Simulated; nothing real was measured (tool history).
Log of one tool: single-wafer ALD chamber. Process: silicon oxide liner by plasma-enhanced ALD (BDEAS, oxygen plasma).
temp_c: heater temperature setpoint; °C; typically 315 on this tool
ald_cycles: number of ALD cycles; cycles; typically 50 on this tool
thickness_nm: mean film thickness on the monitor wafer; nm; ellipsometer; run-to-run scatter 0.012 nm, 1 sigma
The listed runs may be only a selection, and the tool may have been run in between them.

| run | hour | temp_c | ald_cycles | read-back reference wafer on the same gauge, thickness_nm | thickness_nm |
|---|---|---|---|---|---|
| 1 | 0 | 315 | 50 | 4.534 | 4.808 |
| 2 | 156.8 | 323 | 50 | 4.534 | 4.78 |
| 3 | 181.7 | 323 | 50 | 4.534 | 4.787 |
|  | 218.9 | thermocouple changed; heater temperature recalibrated |
| 4 | 219.4 | 315 | 50 | 4.535 | 4.809 |
| 5 | 265.2 | 315 | 50 | 4.538 | 4.831 |
| 6 | 330.6 | 315 | 50 | 4.539 | 4.83 |
| 7 | 384.8 | 315 | 50 | 4.538 | 4.815 |
| 8 | 428.6 | 315 | 50 | 4.54 | 4.829 |
| 9 | 597.3 | 321 | 54 | 4.543 | 5.162 |
| 10 | 627.4 | 326 | 50 | 4.543 | 4.75 |
| 11 | 674.1 | 326 | 50 | 4.541 | 4.755 |
| 12 | 711.9 | 315 | 50 | 4.544 | 4.817 |
| 13 | 753.6 | 315 | 50 | 4.54 | 4.82 |
| 14 | 957.1 | 315 | 50 | 4.544 | 4.822 |
| 15 | 1116.8 | 315 | 50 | 4.544 | 4.846 |
| 16 | 1141.7 | 315 | 58 | 4.545 | 5.625 |
| 17 | 1189 | 315 | 58 | 4.548 | 5.615 |
| 18 | 1226.2 | 315 | 50 | 4.545 | 4.831 |
| 19 | 1288.4 | 315 | 50 | 4.546 | 4.845 |
| 20 | 1317.5 | 315 | 56 | 4.546 | 5.401 |
| 21 | 1380.1 | 315 | 58 | 4.546 | 5.584 |
| 22 | 1440.2 | 321 | 58 | 4.545 | 5.561 |
| 23 | 1465.6 | 328 | 50 | 4.547 | 4.744 |
|  | 1512.7 | thermocouple changed; heater temperature recalibrated |
| 24 | 1513.2 | 315 | 50 | 4.546 | 4.82 |
|  | 1628.5 | gauge calibrated |
| 25 | 1722.1 | 315 | 50 | 4.47 | 4.744 |
| 26 | 1779.9 | 315 | 43 | 4.473 | 4.088 |
| 27 | 1850.2 | 310 | 50 | 4.481 | 4.8 |
| 28 | 1896.2 | 306 | 50 | 4.484 | 4.81 |
| 29 | 1954.3 | 327 | 54 | 4.49 | 5.067 |
| 30 | 1987.4 | 311 | 55 | 4.492 | 5.271 |
| 31 | 2032.2 | 315 | 50 | 4.494 | 4.775 |
| 32 | 2093.8 | 328 | 58 | 4.496 | 5.446 |
| 33 | 2165.5 | 322 | 50 | 4.504 | 4.753 |
| 34 | 2190.7 | 308 | 59 | 4.508 | 5.692 |
| 35 | 2230.9 | 327 | 43 | 4.507 | 4.061 |
| 36 | 2290.5 | 315 | 50 | 4.509 | 4.781 |
| 37 | 2351.9 | 309 | 58 | 4.51 | 5.609 |
| 38 | 2409.6 | 322 | 46 | 4.515 | 4.379 |

Each row is a separate what-if for the run after 38, all from the same tool condition, not one after another. Results?
| A | 2410.1 | 315 | 50 | ? | ? |
| B | 2410.1 | 323 | 56 | ? | ? |
| C | 2410.1 | 330 | 55 | ? | ? |
| D | 2410.1 | 323 | 47 | ? | ? |
| E | 2410.1 | 303 | 58 | ? | ? |

| run | read-back reference wafer on the same gauge, thickness_nm | thickness_nm |
|---|---|---|
| A | 4.513 | 4.808 |
| B | 4.513 | 5.329 |
| C | 4.513 | 5.186 |
| D | 4.513 | 4.473 |
| E | 4.513 | 5.664 |
The same runs, with their run-to-run variation unchanged, on a tool lacking any hidden condition would have given:
| run | thickness_nm |
|---|---|
| A | 4.75 |
| B | 5.265 |
| C | 5.124 |
| D | 4.419 |
| E | 5.596 |

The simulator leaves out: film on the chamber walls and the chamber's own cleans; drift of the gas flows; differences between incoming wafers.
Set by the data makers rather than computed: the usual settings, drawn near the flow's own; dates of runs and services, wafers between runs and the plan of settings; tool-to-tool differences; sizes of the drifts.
